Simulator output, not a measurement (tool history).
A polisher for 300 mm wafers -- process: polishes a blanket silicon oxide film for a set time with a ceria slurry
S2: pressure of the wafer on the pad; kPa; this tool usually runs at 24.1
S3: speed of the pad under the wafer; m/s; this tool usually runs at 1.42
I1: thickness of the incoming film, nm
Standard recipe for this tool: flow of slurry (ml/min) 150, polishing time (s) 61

Run 1, hour 0: usual settings; I1 1206.4. Result: film removed (angstrom) 4673.
At hour 77.2: worn pad replaced by a new one.
Run 2, hour 103.5: usual settings; I1 1209.1. Result: film removed (angstrom) 4563.
Run 3, hour 160: usual settings but S3 1.78 m/s; I1 1189.3. Result: film removed (angstrom) 5662.
Run 4, hour 221.1: usual settings but S3 1.78 m/s; I1 1204.9. Result: film removed (angstrom) 5531.
At hour 237.9: slurry nozzle cleaned.
At hour 245: worn pad replaced by a new one.
Run 5, hour 281.1: usual settings but polishing time (s) 57; I1 1196. Result: film removed (angstrom) 4156.
Run 6, hour 347.3: usual settings but polishing time (s) 57; I1 1200.8. Result: film removed (angstrom) 4197.
At hour 383.6: worn pad replaced by a new one.
Run 7, hour 386.1: usual settings but polishing time (s) 46; I1 1198.9. Result: film removed (angstrom) 3370.
Run 8, hour 425.6: usual settings; I1 1188.8. Result: film removed (angstrom) 4374.
Run 9, hour 455.2: usual settings but flow of slurry (ml/min) 175, S2 20 kPa; I1 1217.3. Result: film removed (angstrom) 3679.
Run 10, hour 500.1: usual settings but flow of slurry (ml/min) 105; I1 1199.5. Result: film removed (angstrom) 4094.
At hour 523.3: worn pad replaced by a new one.
Run 11, hour 539.8: usual settings but polishing time (s) 57; I1 1202.2. Result: film removed (angstrom) 4080.
At hour 593.1: head pressure recalibrated.
Run 12, hour 593.6: usual settings but flow of slurry (ml/min) 105, S2 31.7 kPa, polishing time (s) 74; I1 1215.7. Result: film removed (angstrom) 6805.
Run 13, hour 635.2: usual settings but flow of slurry (ml/min) 120, S2 22.1 kPa, polishing time (s) 74; I1 1200.1. Result: film removed (angstrom) 4896.
At hour 660.6: worn pad replaced by a new one.
Run 14, hour 690.5: usual settings; I1 1200.9. Result: film removed (angstrom) 4574.
Run 15, hour 758.9: usual settings but S2 30.3 kPa, S3 1.08 m/s, polishing time (s) 53; I1 1194.8. Result: film removed (angstrom) 3761.

How would selected steps in film removed (angstrom) from run to run divide? Give the signed amount a tool lacking its hidden state would still show from settings, what came in and random variation, and the signed amount left for the hidden state, including any gauge scatter that is not in both of the compared results.
The hidden state here: removal rate lost through wear of the pad, %; slurry flow missing at the pad, %; deviation of the head's pressure from its setpoint, %.
Run 11 -> 12: flow of slurry (ml/min) 150 -> 105, S2 24.1 -> 31.7, polishing time (s) 57 -> 74, head pressure recalibrated. film removed (angstrom) +2725: hidden state +207, all else +2518.

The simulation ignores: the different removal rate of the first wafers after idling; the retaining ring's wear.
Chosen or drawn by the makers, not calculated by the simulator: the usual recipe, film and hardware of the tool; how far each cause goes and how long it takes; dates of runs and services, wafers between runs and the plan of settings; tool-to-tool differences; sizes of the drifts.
